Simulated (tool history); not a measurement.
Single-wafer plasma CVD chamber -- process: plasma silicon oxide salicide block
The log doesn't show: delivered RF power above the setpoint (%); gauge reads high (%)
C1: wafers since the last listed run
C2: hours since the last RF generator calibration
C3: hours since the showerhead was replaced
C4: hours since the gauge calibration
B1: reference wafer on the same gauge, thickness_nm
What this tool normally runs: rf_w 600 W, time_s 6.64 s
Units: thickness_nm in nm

Run 1, hour 0.0: usual settings but time_s 7.13 s; C1 0; C2 747.1; C3 3500.0; C4 411.6; B1 75.051. Result: thickness_nm 67.623 nm.
Run 2, hour 15.6: usual settings; C1 797; C2 762.7; C3 3515.6; C4 427.2; B1 75.221. Result: thickness_nm 63.766 nm.
Run 3, hour 36.8: usual settings; C1 1084; C2 783.9; C3 3536.8; C4 448.4; B1 75.235. Result: thickness_nm 63.443 nm.
Run 4, hour 53.9: usual settings; C1 874; C2 801.0; C3 3553.9; C4 465.5; B1 75.215. Result: thickness_nm 63.399 nm.
Run 5, hour 85.4: usual settings; C1 1611; C2 832.5; C3 3585.4; C4 497.0; B1 75.195. Result: thickness_nm 62.588 nm.
At hour 110.4: gauge calibrated.
Run 6, hour 121.2: usual settings; C1 1831; C2 868.3; C3 3621.2; C4 10.8; B1 75.114. Result: thickness_nm 63.200 nm.
Run 7, hour 148.2: usual settings; C1 1381; C2 895.3; C3 3648.2; C4 37.8; B1 75.189. Result: thickness_nm 63.213 nm.
Run 8, hour 211.8: usual settings but rf_w 680 W; C1 3253; C2 958.9; C3 3711.8; C4 101.4; B1 75.263. Result: thickness_nm 65.453 nm.
Run 9, hour 250.9: usual settings but rf_w 680 W; C1 2000; C2 998.0; C3 3750.9; C4 140.5; B1 75.093. Result: thickness_nm 64.914 nm.
Run 10, hour 275.8: usual settings but rf_w 680 W; C1 1273; C2 1022.9; C3 3775.8; C4 165.4; B1 75.246. Result: thickness_nm 64.941 nm.
Run 11, hour 307.7: usual settings but time_s 6.14 s; C1 1631; C2 1054.8; C3 3807.7; C4 197.3; B1 75.207. Result: thickness_nm 57.920 nm.
Run 12, hour 332.2: usual settings but time_s 6.14 s; C1 1253; C2 1079.3; C3 3832.2; C4 221.8; B1 75.139. Result: thickness_nm 57.734 nm.
Run 13, hour 367.1: usual settings but rf_w 685 W; C1 1785; C2 1114.2; C3 3867.1; C4 256.7; B1 75.178. Result: thickness_nm 64.477 nm.
Run 14, hour 394.7: usual settings but rf_w 685 W; C1 1411; C2 1141.8; C3 3894.7; C4 284.3; B1 75.256. Result: thickness_nm 64.273 nm.
Run 15, hour 409.2: usual settings but rf_w 685 W; C1 741; C2 1156.3; C3 3909.2; C4 298.8; B1 75.210. Result: thickness_nm 65.038 nm.
Run 16, hour 441.9: usual settings but rf_w 625 W, time_s 5.63 s; C1 1672; C2 1189.0; C3 3941.9; C4 331.5; B1 75.132. Result: thickness_nm 53.566 nm.
Run 17, hour 469.3: usual settings but rf_w 625 W, time_s 5.63 s; C1 1401; C2 1216.4; C3 3969.3; C4 358.9; B1 75.276. Result: thickness_nm 53.425 nm.
At hour 494.7: RF generator calibrated.
Run 18, hour 495.1: usual settings but rf_w 625 W, time_s 5.63 s; C1 910; C2 0.4; C3 3995.1; C4 384.7; B1 75.139. Result: thickness_nm 54.971 nm.
Run 19, hour 513.8: usual settings; C1 956; C2 19.1; C3 4013.8; C4 403.4; B1 75.229. Result: thickness_nm 63.609 nm.
At hour 528.5: showerhead replaced.
Run 20, hour 545.7: usual settings but rf_w 695 W; C1 1222; C2 51.0; C3 17.2; C4 435.3; B1 75.128. Result: thickness_nm 67.079 nm.
Run 21, hour 560.8: usual settings but time_s 5.78 s; C1 772; C2 66.1; C3 32.3; C4 450.4; B1 75.205. Result: thickness_nm 55.779 nm.
Run 22, hour 577.6: usual settings but rf_w 710 W, time_s 7.47 s; C1 859; C2 82.9; C3 49.1; C4 467.2; B1 75.215. Result: thickness_nm 75.251 nm.
Run 23, hour 591.9: usual settings but rf_w 655 W, time_s 7.44 s; C1 731; C2 97.2; C3 63.4; C4 481.5; B1 75.346. Result: thickness_nm 73.339 nm.
Run 24, hour 619.6: usual settings but rf_w 500 W, time_s 6.22 s; C1 1416; C2 124.9; C3 91.1; C4 509.2; B1 75.170. Result: thickness_nm 57.350 nm.
Run 25, hour 648.2: usual settings but time_s 7.80 s; C1 1462; C2 153.5; C3 119.7; C4 537.8; B1 75.116. Result: thickness_nm 74.794 nm.
At hour 668.7: gauge calibrated.
Run 26, hour 688.6: usual settings but rf_w 705 W, time_s 6.07 s; C1 2066; C2 193.9; C3 160.1; C4 19.9; B1 75.191. Result: thickness_nm 60.640 nm.
Run 27, hour 735.3: usual settings; C1 2388; C2 240.6; C3 206.8; C4 66.6; B1 75.203. Result: thickness_nm 63.708 nm.
Run 28, hour 769.3: usual settings but rf_w 555 W, time_s 5.57 s; C1 1739; C2 274.6; C3 240.8; C4 100.6; B1 75.240. Result: thickness_nm 52.300 nm.
Run 29, hour 792.1: usual settings but rf_w 520 W, time_s 7.32 s; C1 1166; C2 297.4; C3 263.6; C4 123.4; B1 75.282. Result: thickness_nm 67.879 nm.
Run 30, hour 890.8: usual settings but rf_w 695 W; C1 5048; C2 396.1; C3 362.3; C4 222.1; B1 75.137. Result: thickness_nm 66.037 nm.
Run 31, hour 925.3: usual settings but rf_w 545 W, time_s 7.29 s; C1 1764; C2 430.6; C3 396.8; C4 256.6; B1 75.316. Result: thickness_nm 68.212 nm.
Run 32, hour 961.1: usual settings; C1 1831; C2 466.4; C3 432.6; C4 292.4; B1 75.185. Result: thickness_nm 63.396 nm.
Run 33, hour 995.9: usual settings; C1 1780; C2 501.2; C3 467.4; C4 327.2; B1 75.176. Result: thickness_nm 63.861 nm.
Run 34, hour 1008.8: usual settings; C1 659; C2 514.1; C3 480.3; C4 340.1; B1 75.145. Result: thickness_nm 63.953 nm.
Run 35, hour 1044.2: usual settings but rf_w 560 W; C1 1810; C2 549.5; C3 515.7; C4 375.5; B1 75.293. Result: thickness_nm 62.628 nm.
Run 36, hour 1058.7: usual settings but rf_w 545 W, time_s 6.25 s; C1 741; C2 564.0; C3 530.2; C4 390.0; B1 75.147. Result: thickness_nm 58.144 nm.
Run 37, hour 1072.4: usual settings but time_s 6.24 s; C1 700; C2 577.7; C3 543.9; C4 403.7; B1 75.206. Result: thickness_nm 59.841 nm.
Run 38, hour 1097.1: usual settings; C1 1263; C2 602.4; C3 568.6; C4 428.4; B1 75.193. Result: thickness_nm 63.642 nm.
Run 39, hour 1115.4: usual settings; C1 936; C2 620.7; C3 586.9; C4 446.7; B1 75.092. Result: thickness_nm 63.318 nm.
Run 40, hour 1145.0: usual settings; C1 1514; C2 650.3; C3 616.5; C4 476.3; B1 75.149. Result: thickness_nm 63.266 nm.

For each entry between runs, how does the tool's hidden state at the last listed run before it compare with that at the first listed run after it?
Logged between run 5 and run 6: gauge calibrated (hour 110.4)
  delivered RF power above the setpoint (%): -4.78 -> -5.19
  measured less the result without the state, thickness_nm: -0.814 -> -0.895 nm
Logged between run 17 and run 18: RF generator calibrated (hour 494.7)
  delivered RF power above the setpoint (%): -10.1 -> -0.191
  measured less the result without the state, thickness_nm: -1.516 -> -0.027 nm
Logged between run 19 and run 20: showerhead replaced (hour 528.5)
  delivered RF power above the setpoint (%): -0.193 -> -0.209
  measured less the result without the state, thickness_nm: -0.033 -> -0.037 nm
Logged between run 25 and run 26: gauge calibrated (hour 668.7)
  delivered RF power above the setpoint (%): -0.35 -> -0.445
  measured less the result without the state, thickness_nm: -0.069 -> -0.071 nm
